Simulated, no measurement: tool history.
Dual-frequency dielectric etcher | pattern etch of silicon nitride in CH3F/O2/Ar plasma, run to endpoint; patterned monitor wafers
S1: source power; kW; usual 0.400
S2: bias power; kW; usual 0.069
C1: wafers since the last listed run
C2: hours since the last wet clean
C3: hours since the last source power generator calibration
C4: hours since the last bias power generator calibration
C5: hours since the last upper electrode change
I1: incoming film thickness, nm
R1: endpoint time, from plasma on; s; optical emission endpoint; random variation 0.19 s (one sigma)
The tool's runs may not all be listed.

run,hour,S1,S2,C1,C2,C3,C4,C5,I1,R1
1,0.0,0.400,0.076,0,432.7,88.6,960.0,2668.1,17.87,23.6
2,51.6,0.400,0.076,526,484.3,140.2,1011.6,2719.7,17.85,23.2
3,97.6,0.400,0.069,469,530.3,186.2,1057.6,2765.7,17.85,24.1
4,150.2,0.400,0.075,536,582.9,238.8,1110.2,2818.3,18.04,23.5
5,203.0,0.400,0.075,538,635.7,291.6,1163.0,2871.1,17.82,23.3
6,255.9,0.400,0.069,539,688.6,344.5,1215.9,2924.0,18.00,24.1
7,301.4,0.400,0.069,464,734.1,390.0,1261.4,2969.5,17.75,23.6
8,378.9,0.400,0.069,790,811.6,467.5,1338.9,3047.0,17.92,24.0
# hour 437.3: wet clean of the chamber
9,437.8,0.460,0.073,356,0.5,526.4,1397.8,3105.9,18.04,23.3
10,481.6,0.400,0.069,446,44.3,570.2,1441.6,3149.7,17.98,25.3
11,580.6,0.400,0.069,1010,143.3,669.2,1540.6,3248.7,17.94,24.9
12,672.7,0.480,0.069,939,235.4,761.3,1632.7,3340.8,17.94,23.3
13,772.2,0.430,0.080,1015,334.9,860.8,1732.2,3440.3,17.83,22.8
# hour 795.5: bias power generator calibrated
14,874.6,0.330,0.063,1003,437.3,963.2,79.1,3542.7,17.90,27.4
15,976.0,0.460,0.069,1034,538.7,1064.6,180.5,3644.1,17.87,22.7
16,1041.8,0.480,0.055,671,604.5,1130.4,246.3,3709.9,17.68,23.6
17,1119.1,0.360,0.069,788,681.8,1207.7,323.6,3787.2,17.96,25.2
18,1206.0,0.340,0.059,886,768.7,1294.6,410.5,3874.1,17.76,26.4
# hour 1256.3: upper electrode replaced
19,1269.9,0.340,0.074,407,832.6,1358.5,474.4,13.6,17.83,25.2
# hour 1301.0: wet clean of the chamber
20,1340.7,0.400,0.069,477,39.7,1429.3,545.2,84.4,18.09,25.6
21,1429.9,0.400,0.060,910,128.9,1518.5,634.4,173.6,18.01,26.4
22,1488.1,0.400,0.069,593,187.1,1576.7,692.6,231.8,17.69,24.6
23,1578.4,0.300,0.069,921,277.4,1667.0,782.9,322.1,17.91,28.1
# hour 1753.7: source power generator calibrated
24,1802.8,0.400,0.069,2248,501.8,49.1,1007.3,546.5,17.62,23.9
25,1862.8,0.400,0.069,612,561.8,109.1,1067.3,606.5,17.91,24.3
26,1953.1,0.400,0.074,921,652.1,199.4,1157.6,696.8,17.96,23.9
27,2048.2,0.400,0.069,970,747.2,294.5,1252.7,791.9,17.93,24.0
# hour 2160.3: wet clean of the chamber
28,2160.8,0.320,0.060,903,0.5,407.1,1365.3,904.5,18.04,29.4
29,2336.2,0.400,0.069,1789,175.9,582.5,1540.7,1079.9,18.03,25.5
30,2391.8,0.460,0.075,567,231.5,638.1,1596.3,1135.5,18.07,23.1
# hour 2634.5: bias power generator calibrated
31,2709.5,0.450,0.080,3200,549.2,955.8,75.0,1453.2,17.90,21.9
32,2755.7,0.450,0.063,471,595.4,1002.0,121.2,1499.4,18.10,23.7
33,2850.2,0.430,0.057,964,689.9,1096.5,215.7,1593.9,17.93,24.8
34,2893.1,0.400,0.069,437,732.8,1139.4,258.6,1636.8,17.75,23.9

Hidden state or all else? Some run-to-run changes of R1, split into what the settings, what came in and random variation would give without the hidden state, and what is left for the hidden state (with any gauge scatter that isn't in both results):
The hidden state here: etch rate over this chamber's usual, %; source power that arrives over what is set, %; bias power that arrives over what is set, %.
Run 8 -> 9: S1 0.400 -> 0.460, S2 0.069 -> 0.073, wet clean of the chamber. R1 -0.7 s: hidden state +1.5, all else -2.2.
Run 13 -> 14: S1 0.430 -> 0.330, S2 0.080 -> 0.063, bias power generator calibrated. R1 +4.6 s: hidden state -0.3, all else +4.9.
Run 14 -> 15: S1 0.330 -> 0.460, S2 0.063 -> 0.069. R1 -4.7 s: hidden state +0.0, all else -4.7.
Run 19 -> 20: S1 0.340 -> 0.400, S2 0.074 -> 0.069, wet clean of the chamber. R1 +0.4 s: hidden state +1.3, all else -0.9.
Run 27 -> 28: S1 0.400 -> 0.320, S2 0.069 -> 0.060, wet clean of the chamber. R1 +5.4 s: hidden state +1.4, all else +4.0.

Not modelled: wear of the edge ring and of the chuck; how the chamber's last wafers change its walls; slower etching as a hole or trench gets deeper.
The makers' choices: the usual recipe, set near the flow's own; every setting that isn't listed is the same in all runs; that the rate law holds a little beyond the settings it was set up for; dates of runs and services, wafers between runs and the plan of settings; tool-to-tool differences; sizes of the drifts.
